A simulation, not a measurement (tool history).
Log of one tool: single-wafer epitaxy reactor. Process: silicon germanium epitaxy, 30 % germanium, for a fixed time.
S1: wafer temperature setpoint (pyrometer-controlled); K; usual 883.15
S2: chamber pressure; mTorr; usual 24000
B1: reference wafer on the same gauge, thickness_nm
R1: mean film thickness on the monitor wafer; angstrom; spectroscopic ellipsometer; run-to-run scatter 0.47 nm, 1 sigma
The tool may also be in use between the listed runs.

Run 1, hour 0.0: usual settings; B1 82.132. Result: R1 813.49 angstrom.
Run 2, hour 87.2: usual settings; B1 82.012. Result: R1 819.45 angstrom.
Run 3, hour 185.6: usual settings; B1 82.082. Result: R1 815.77 angstrom.
Run 4, hour 269.4: usual settings; B1 81.965. Result: R1 819.59 angstrom.
Run 5, hour 468.1: usual settings; B1 82.252. Result: R1 813.34 angstrom.
Run 6, hour 559.8: usual settings; B1 82.154. Result: R1 821.87 angstrom.
Run 7, hour 642.1: usual settings; B1 82.224. Result: R1 826.23 angstrom.
Run 8, hour 714.8: usual settings; B1 82.085. Result: R1 812.83 angstrom.
Run 9, hour 767.6: usual settings; B1 82.145. Result: R1 819.10 angstrom.
At hour 841.4: capacitance manometer re-zeroed and calibrated.
Run 10, hour 856.3: usual settings; B1 82.389. Result: R1 815.01 angstrom.
At hour 891.0: pyrometer calibrated.
Run 11, hour 893.0: usual settings; B1 81.814. Result: R1 842.84 angstrom.
Run 12, hour 956.0: usual settings but S1 886.15 K, S2 19700 mTorr; B1 81.933. Result: R1 784.99 angstrom.
At hour 1065.2: showerhead replaced.
Run 13, hour 1065.7: usual settings but S1 886.15 K, S2 19700 mTorr; B1 82.031. Result: R1 785.88 angstrom.
At hour 1161.9: gauge calibrated.
Run 14, hour 1170.1: usual settings but S1 890.15 K; B1 82.114. Result: R1 977.88 angstrom.
At hour 1185.7: pyrometer calibrated, repeated, since the last time left the tool worse.
Run 15, hour 1275.4: usual settings but S1 869.15 K, S2 18400 mTorr; B1 82.226. Result: R1 495.47 angstrom.
Run 16, hour 1515.7: usual settings but S1 878.15 K, S2 29900 mTorr; B1 82.119. Result: R1 837.15 angstrom.
Run 17, hour 1571.1: usual settings but S1 876.15 K, S2 19300 mTorr; B1 82.222. Result: R1 603.22 angstrom.
Run 18, hour 1632.4: usual settings but S2 28400 mTorr; B1 81.969. Result: R1 886.96 angstrom.
Run 19, hour 1681.7: usual settings; B1 81.866. Result: R1 811.05 angstrom.
Run 20, hour 1732.7: usual settings but S1 892.15 K, S2 19200 mTorr; B1 81.981. Result: R1 837.02 angstrom.
Run 21, hour 1827.5: usual settings but S1 868.15 K, S2 27900 mTorr; B1 82.148. Result: R1 649.64 angstrom.
Run 22, hour 1906.4: usual settings but S2 27600 mTorr; B1 82.044. Result: R1 890.89 angstrom.
Run 23, hour 1965.0: usual settings but S1 877.15 K, S2 21500 mTorr; B1 82.068. Result: R1 666.36 angstrom.
Run 24, hour 2262.4: usual settings but S1 874.15 K, S2 26400 mTorr; B1 82.119. Result: R1 723.30 angstrom.
Run 25, hour 2361.6: usual settings but S1 871.15 K; B1 81.996. Result: R1 648.00 angstrom.
Run 26, hour 2430.9: usual settings; B1 82.092. Result: R1 823.74 angstrom.

The same runs without the tool's hidden state, with the same run-to-run variation:
The tool's hidden condition here consists of: wafer temperature above the value expected at the setpoint (K); true pressure above the setpoint (%); gauge reads high (%).
run      R1
  1  790.09
  2  795.53
  3  791.61
  4  795.05
  5  788.47
  6  796.55
  7  800.61
  8  787.50
  9  793.49
 10  789.41
 11  794.14
 12  737.90
 13  735.54
 14  912.62
 15  491.21
 16  822.92
 17  591.94
 18  869.23
 19  793.86
 20  818.73
 21  633.22
 22  867.93
 23  648.26
 24  700.60
 25  626.84
 26  797.13
